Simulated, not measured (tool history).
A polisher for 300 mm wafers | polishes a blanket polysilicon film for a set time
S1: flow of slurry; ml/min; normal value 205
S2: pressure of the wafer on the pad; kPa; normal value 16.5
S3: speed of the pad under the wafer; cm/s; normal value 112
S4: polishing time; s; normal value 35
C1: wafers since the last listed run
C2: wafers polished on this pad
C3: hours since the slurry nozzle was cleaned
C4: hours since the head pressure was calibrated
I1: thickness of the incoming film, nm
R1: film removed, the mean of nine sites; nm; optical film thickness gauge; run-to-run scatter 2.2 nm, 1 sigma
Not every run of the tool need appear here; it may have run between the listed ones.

run,hour,S1,S2,S3,S4,C1,C2,C3,C4,I1,R1
1,0,205,16.5,112,35,0,1694,42.8,947.5,1635.5,309.9
# hour 22.5: worn pad replaced by a new one
2,27,205,16.5,112,35,288,56,69.8,974.5,1630.4,310.3
3,45.9,205,13.8,112,35,236,293,88.7,993.4,1638.4,256.5
4,78.9,205,13.8,112,35,413,706,121.7,1026.4,1622.5,257.8
5,111.7,240,16.5,112,35,410,1117,154.5,1059.2,1623.8,312.9
6,135.2,240,16.5,112,35,294,1411,178,1082.7,1593.6,312.7
7,154.9,205,16.5,112,35,246,1658,197.7,1102.4,1610.1,308.5
8,167.2,205,16.5,112,35,154,1812,210,1114.7,1632,308.7
9,182.5,205,16.5,112,35,191,2004,225.3,1130,1603.6,313.6
# hour 186.8: worn pad replaced by a new one
10,198.2,205,16.5,112,35,146,142,241,1145.7,1643.7,309.1
11,226,205,16.5,112,35,348,490,268.8,1173.5,1650.1,307.3
12,248.4,205,16.5,112,35,280,771,291.2,1195.9,1617.8,309.7
13,266.3,205,16.5,112,35,224,995,309.1,1213.8,1615.8,305.5
# hour 280.6: head pressure recalibrated
14,281.1,205,16.5,112,35,160,1155,323.9,0.5,1614.5,307.9
15,313.2,205,16.5,112,35,401,1557,356,32.6,1625.8,309.3
# hour 330.3: worn pad replaced by a new one
16,332.8,205,16.5,112,35,195,31,375.6,52.2,1614.7,309.6
17,359.4,205,14.5,90,35,333,364,402.2,78.8,1631,216.6
18,442.5,245,13.8,112,31,1040,1405,485.3,161.9,1636.8,234.1
# hour 476.9: worn pad replaced by a new one
19,477.9,140,20.7,112,35,393,12,520.7,197.3,1597.6,365
20,499.4,205,16.5,112,35,269,282,542.2,218.8,1632,307.2
# hour 516.9: slurry nozzle cleaned
21,535,205,16.5,112,35,433,715,18.1,254.4,1611.2,305.2
22,555.7,205,16.5,112,35,259,974,38.8,275.1,1621.7,305.4
23,591.2,145,16.5,112,35,444,1419,74.3,310.6,1594.9,290.8
24,623,205,16.5,112,35,398,1817,106.1,342.4,1635.7,308.5
25,657.4,205,18.6,112,24,430,2248,140.5,376.8,1608.5,237.2
# hour 667.3: worn pad replaced by a new one
26,676.5,155,13.8,84,31,189,115,159.6,395.9,1604.3,165
27,694,205,16.5,90,35,219,334,177.1,413.4,1617.3,247.4
28,722.7,260,11.7,112,25,359,694,205.8,442.1,1601.7,161.7
29,743.7,165,14.5,82,35,262,957,226.8,463.1,1625.4,189.6
30,776.5,270,16.5,112,35,410,1367,259.6,495.9,1638.9,320.3
31,801.5,205,20.7,112,35,313,1680,284.6,520.9,1622.9,384.6
32,836,205,16.5,112,35,432,2113,319.1,555.4,1618.2,307.8

5 options for the next run, each taken on its own from the tool as it stands now. Forecast them:
A,836.4,205,16.5,112,35,5,2118,319.5,555.8,1612.4,?
B,836.4,165,16.5,112,35,5,2118,319.5,555.8,1612.4,?
C,836.4,205,16.5,82,35,5,2118,319.5,555.8,1612.4,?
D,836.4,240,16.5,146,31,5,2118,319.5,555.8,1612.4,?
E,836.4,165,16.5,130,35,5,2118,319.5,555.8,1612.4,?

run,R1
A,310.3
B,301.1
C,227.2
D,365
E,349.5
The same runs, with their run-to-run variation unchanged, on a tool lacking any hidden condition would have given:
run,R1
A,310.3
B,301.1
C,227.2
D,365
E,349.5

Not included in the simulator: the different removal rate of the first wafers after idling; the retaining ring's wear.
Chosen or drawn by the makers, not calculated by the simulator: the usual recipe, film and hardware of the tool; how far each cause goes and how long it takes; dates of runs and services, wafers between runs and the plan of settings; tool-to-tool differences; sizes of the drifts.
